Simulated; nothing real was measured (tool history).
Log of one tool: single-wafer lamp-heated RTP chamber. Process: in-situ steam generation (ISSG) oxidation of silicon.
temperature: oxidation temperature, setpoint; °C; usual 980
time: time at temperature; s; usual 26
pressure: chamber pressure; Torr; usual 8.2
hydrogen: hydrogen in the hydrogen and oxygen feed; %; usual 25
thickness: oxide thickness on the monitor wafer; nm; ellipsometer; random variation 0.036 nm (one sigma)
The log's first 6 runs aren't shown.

run	hour	temperature	time	pressure	hydrogen	read-back reference wafer on the same gauge, thickness	thickness
7	234.7	980	21	8.2	25	7.419	5.983
8	247.1	980	21	8.2	25	7.385	5.961
9	262.7	980	26	8.2	25	7.413	6.613
10	292.2	968	30	8.2	25	7.414	6.765
# hour 307.5: hydrogen flow controller replaced
11	308.0	980	26	8.2	25	7.424	6.597
12	318.3	991	26	8.2	21	7.418	6.620
13	383.3	987	26	8.2	32	7.400	7.299
14	406.3	980	23	7.4	25	7.426	6.294
15	433.7	964	22	7.7	25	7.427	5.758
16	468.2	980	26	8.2	25	7.424	6.553
17	486.2	973	26	8.2	25	7.426	6.467
18	503.9	997	26	8.2	25	7.395	7.140
# hour 518.4: pyrometer window cleaned and pyrometer calibrated
19	518.9	980	26	8.2	25	7.429	6.391
20	550.9	964	22	7.7	25	7.389	5.673
21	568.3	969	20	9.1	25	7.412	5.479
22	597.9	980	32	8.2	25	7.397	7.090
23	619.4	980	26	8.2	25	7.396	6.536

What will run 24 give?
24	648.7	980	26	8.2	25	?	?

read-back reference wafer on the same gauge, thickness: 7.427
thickness: 6.483 nm
On a tool with no hidden condition, and with the same random variation, this run would have come out at thickness 6.320 nm.
